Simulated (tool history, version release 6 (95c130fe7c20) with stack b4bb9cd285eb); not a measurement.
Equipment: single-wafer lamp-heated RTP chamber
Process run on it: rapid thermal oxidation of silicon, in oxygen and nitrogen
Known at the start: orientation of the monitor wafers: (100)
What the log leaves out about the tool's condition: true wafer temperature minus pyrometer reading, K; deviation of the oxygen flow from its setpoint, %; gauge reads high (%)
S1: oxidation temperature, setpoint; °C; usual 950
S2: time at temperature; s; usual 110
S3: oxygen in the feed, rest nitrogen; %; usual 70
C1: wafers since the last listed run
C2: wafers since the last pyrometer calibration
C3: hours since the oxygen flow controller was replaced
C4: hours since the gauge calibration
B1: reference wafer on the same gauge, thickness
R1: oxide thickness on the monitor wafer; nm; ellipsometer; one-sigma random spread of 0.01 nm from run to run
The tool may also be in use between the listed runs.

run	hour	S1	S2	S3	C1	C2	C3	C4	B1	R1
1	0	950	110	70	0	1173	2248.4	41.5	4.318	4.607
2	16.8	950	110	70	159	1332	2265.2	58.3	4.323	4.647
3	26.2	950	110	70	89	1421	2274.6	67.7	4.318	4.651
4	32.9	950	110	70	63	1485	2281.3	74.4	4.319	4.631
5	48.4	950	110	70	146	1632	2296.8	89.9	4.318	4.652
6	58.1	950	110	70	91	1724	2306.5	99.6	4.321	4.646
7	71	950	110	81	122	1846	2319.4	112.5	4.319	4.883
8	88.4	950	110	81	164	2011	2336.8	129.9	4.321	4.877
9	100.7	950	94	70	116	2128	2349.1	142.2	4.316	4.37
10	111	950	110	70	97	2225	2359.4	152.5	4.319	4.644
# hour 125.2: pyrometer window cleaned and pyrometer calibrated
# hour 128.1: oxygen flow controller replaced
11	128.6	950	110	70	63	4	0.5	170.1	4.319	4.711
# hour 130.5: gauge calibrated
12	131.4	950	110	85	26	31	3.3	0.9	4.319	5.028
13	142.8	950	110	85	108	139	14.7	12.3	4.321	5.065
# hour 196.4: pyrometer window cleaned and pyrometer calibrated, repeated, since the last time left the tool worse
14	196.9	967	157	88	437	4	68.8	66.4	4.325	6.534
15	202.5	924	131	70	53	57	74.4	72	4.317	4.051
16	218	941	79	56	146	204	89.9	87.5	4.319	3.515
17	231.9	950	110	70	131	336	103.8	101.4	4.32	4.572
18	240.9	950	110	70	85	422	112.8	110.4	4.319	4.577
19	248.8	969	84	62	74	496	120.7	118.3	4.316	4.515
20	256.4	942	156	81	72	568	128.3	125.9	4.32	5.28
21	270.1	950	110	70	129	698	142	139.6	4.322	4.588
22	285.4	950	137	80	145	843	157.3	154.9	4.321	5.304
23	296.4	950	110	70	104	948	168.3	165.9	4.323	4.623
# hour 296.5: gauge calibrated
24	308.3	971	138	70	112	1061	180.2	11.8	4.318	5.979
25	314.3	971	56	89	56	1117	186.2	17.8	4.317	4.376
26	329.7	942	156	81	146	1263	201.6	33.2	4.323	5.324
27	338.4	950	110	70	82	1346	210.3	41.9	4.322	4.626

Forecast each of these 4 alternatives for the next run:
A	338.9	950	162	70	4	1351	210.8	42.4	?	?
B	338.9	925	151	62	4	1351	210.8	42.4	?	?
C	338.9	932	130	87	4	1351	210.8	42.4	?	?
D	338.9	924	160	86	4	1351	210.8	42.4	?	?

run	B1	R1
A	4.321	5.463
B	4.321	4.218
C	4.321	4.648
D	4.321	4.76
Had the tool no hidden state, the same runs would have come out as:
run	R1
A	5.337
B	4.127
C	4.542
D	4.65

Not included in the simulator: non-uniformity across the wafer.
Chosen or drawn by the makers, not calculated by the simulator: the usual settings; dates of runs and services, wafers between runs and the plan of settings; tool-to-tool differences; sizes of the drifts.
